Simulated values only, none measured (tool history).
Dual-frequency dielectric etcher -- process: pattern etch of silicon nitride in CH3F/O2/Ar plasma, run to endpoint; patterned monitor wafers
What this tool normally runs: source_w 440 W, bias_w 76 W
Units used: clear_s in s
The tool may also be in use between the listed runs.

run,hour,source_w,bias_w,"incoming incoming film thickness, nm",clear_s
1,0,440,76,23.14,32.7
2,37.1,440,76,23.01,32.6
3,80,440,76,23.21,33.3
4,124.5,440,76,22.61,32.3
5,159.8,380,76,23.03,35
6,192.5,440,63,22.99,36.1
7,228.9,440,63,23.32,36.5
# hour 269.3: wet clean of the chamber
8,286.3,440,63,23.3,34.9
9,311.5,440,76,23.14,32.6
10,356.1,440,76,23.19,32.4
11,418.2,440,76,23.18,32.8
12,451.1,370,76,23.14,35
13,500.6,440,64,23.08,35.3
# hour 542.6: bias power generator calibrated
14,549,440,89,22.95,30.6
# hour 635.6: upper electrode replaced, of another model than before
15,636.1,440,89,23.59,30.5
16,652,390,81,23.26,34.2
17,695.1,330,76,23.08,38.2
# hour 748.6: source power generator calibrated
# hour 755.3: wet clean of the chamber
18,843,440,68,23.08,34.7
19,890.4,530,95,23.24,26
20,1073.7,390,76,23.21,35.7
21,1131.9,520,85,23.11,28.8
22,1201.9,400,84,23.12,32.4
23,1248.5,540,59,23.22,37.5
# hour 1280.8: wet clean of the chamber
24,1284.6,330,91,23.01,32
25,1336,440,76,23.04,32.2
26,1363.1,440,66,23.08,35.7
27,1428.7,360,82,23.18,33.7
28,1484.5,440,76,23.15,32.9
29,1547.3,400,76,22.89,34.3
30,1580.3,440,76,23.47,33.7

Measured result minus the same run's result without the hidden state. Both carry the same run-to-run variation, though not necessarily the same gauge scatter:
What the log doesn't record here: etch rate over this chamber's usual, %; source power that arrives over what is set, %; bias power that arrives over what is set, %.
run,clear_s
1,+0.6
2,+0.7
3,+0.9
4,+1
5,+1.3
6,+1.4
7,+1.6
8,+0.1
9,+0.1
10,+0.4
11,+0.5
12,+0.6
13,+0.8
14,+0.9
15,+1.1
16,+1.3
17,+1.7
18,+0.2
19,+0.3
20,+1
21,+1
22,+1.3
23,+1.7
24,+0
25,+0.2
26,+0.2
27,+0.5
28,+0.6
29,+0.9
30,+1

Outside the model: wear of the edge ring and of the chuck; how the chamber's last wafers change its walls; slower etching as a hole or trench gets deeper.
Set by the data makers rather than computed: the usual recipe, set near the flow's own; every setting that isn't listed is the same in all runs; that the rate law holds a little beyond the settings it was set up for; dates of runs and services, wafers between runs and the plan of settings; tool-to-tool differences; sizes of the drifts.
